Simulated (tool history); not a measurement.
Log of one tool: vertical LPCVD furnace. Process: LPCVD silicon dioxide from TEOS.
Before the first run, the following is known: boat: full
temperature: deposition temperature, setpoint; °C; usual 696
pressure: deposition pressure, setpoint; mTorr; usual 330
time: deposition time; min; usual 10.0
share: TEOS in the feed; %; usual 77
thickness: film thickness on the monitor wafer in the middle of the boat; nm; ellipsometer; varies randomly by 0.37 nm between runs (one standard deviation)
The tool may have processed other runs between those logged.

run	day	temperature	pressure	time	share	wafers since the last listed run	hours since the last temperature calibration	hours since the pressure gauge was zeroed	hours since the TEOS flow controller was replaced	hours since the gauge calibration	read-back reference wafer on the same gauge, thickness	thickness
1	0.000	696	330	10.0	77	0	2237.9	1622.7	5128.2	135.6	71.03	78.96
2	0.304	696	330	10.0	77	134	2245.2	1630.0	5135.5	142.9	71.05	79.50
3	0.562	696	330	9.0	77	113	2251.4	1636.2	5141.7	149.1	71.03	71.27
4	1.288	696	330	9.0	77	319	2268.8	1653.6	5159.1	166.5	71.07	71.78
5	1.688	696	330	10.0	77	176	2278.4	1663.2	5168.7	176.1	70.95	79.41
6	2.412	696	330	10.0	77	319	2295.8	1680.6	5186.1	193.5	71.02	79.32
7	2.692	696	330	10.0	77	123	2302.5	1687.3	5192.8	200.2	71.09	79.15
8	2.988	696	295	10.0	77	130	2309.6	1694.4	5199.9	207.3	71.04	75.13
9	3.446	696	295	10.0	77	202	2320.6	1705.4	5210.9	218.3	70.95	74.36
10	3.879	696	295	10.0	77	191	2331.0	1715.8	5221.3	228.7	71.05	75.41
11	4.192	696	330	10.0	77	137	2338.5	1723.3	5228.8	236.2	70.95	79.37
12	6.192	696	330	10.0	77	882	2386.5	1771.3	5276.8	284.2	70.99	79.68
13	6.467	696	330	10.0	77	121	2393.1	1777.9	5283.4	290.8	70.89	79.51
14	6.850	696	330	10.0	77	169	2402.3	1787.1	5292.6	300.0	70.93	79.02
15	7.275	696	330	10.0	71	187	2412.5	1797.3	5302.8	310.2	70.95	76.37
# day 8.292: thermocouples replaced and temperature profile calibrated
16	8.312	708	330	10.0	77	16	0.5	1822.2	5327.7	335.1	70.88	104.49
17	8.646	692	275	12.5	88	147	8.5	1830.2	5335.7	343.1	71.03	88.08
# day 9.238: gauge calibrated
18	9.250	685	330	10.0	77	266	23.0	1844.7	5350.2	0.3	70.87	60.99
19	9.775	696	330	13.0	77	231	35.6	1857.3	5362.8	12.9	71.08	103.16
# day 10.962: TEOS flow controller replaced
20	10.983	703	330	10.0	77	91	64.6	1886.3	0.5	41.9	71.07	93.32
21	11.142	685	330	10.0	72	69	68.4	1890.1	4.3	45.7	71.06	58.77
22	11.300	705	280	7.0	64	69	72.2	1893.9	8.1	49.5	71.04	57.80
23	11.562	696	390	10.0	77	115	78.5	1900.2	14.4	55.8	71.04	86.07
24	11.875	687	310	10.0	90	137	86.0	1907.7	21.9	63.3	71.03	66.84
# day 13.221: pressure gauge zeroed
25	13.242	696	330	9.0	77	161	118.8	0.5	54.7	96.1	70.95	71.58
26	13.400	696	265	10.0	88	69	122.6	4.3	58.5	99.9	70.97	76.40
27	13.838	696	330	10.0	77	192	133.1	14.8	69.0	110.4	70.98	79.14
28	16.000	688	275	8.5	85	953	185.0	66.7	120.9	162.3	71.03	53.64
29	16.325	696	330	10.0	77	143	192.8	74.5	128.7	170.1	71.00	78.60
30	16.767	704	330	10.0	77	194	203.4	85.1	139.3	180.7	70.96	95.22

Hidden condition of the tool, last listed run before each entry between runs versus first listed run after:
From run 15 to run 16: thermocouples replaced and temperature profile calibrated (day 8.292)
  both runs share identical hidden conditions
From run 17 to run 18: gauge calibrated (day 9.238)
  both runs share identical hidden conditions
From run 19 to run 20: TEOS flow controller replaced (day 10.962)
  both runs share identical hidden conditions
From run 24 to run 25: pressure gauge zeroed (day 13.221)
  both runs share identical hidden conditions
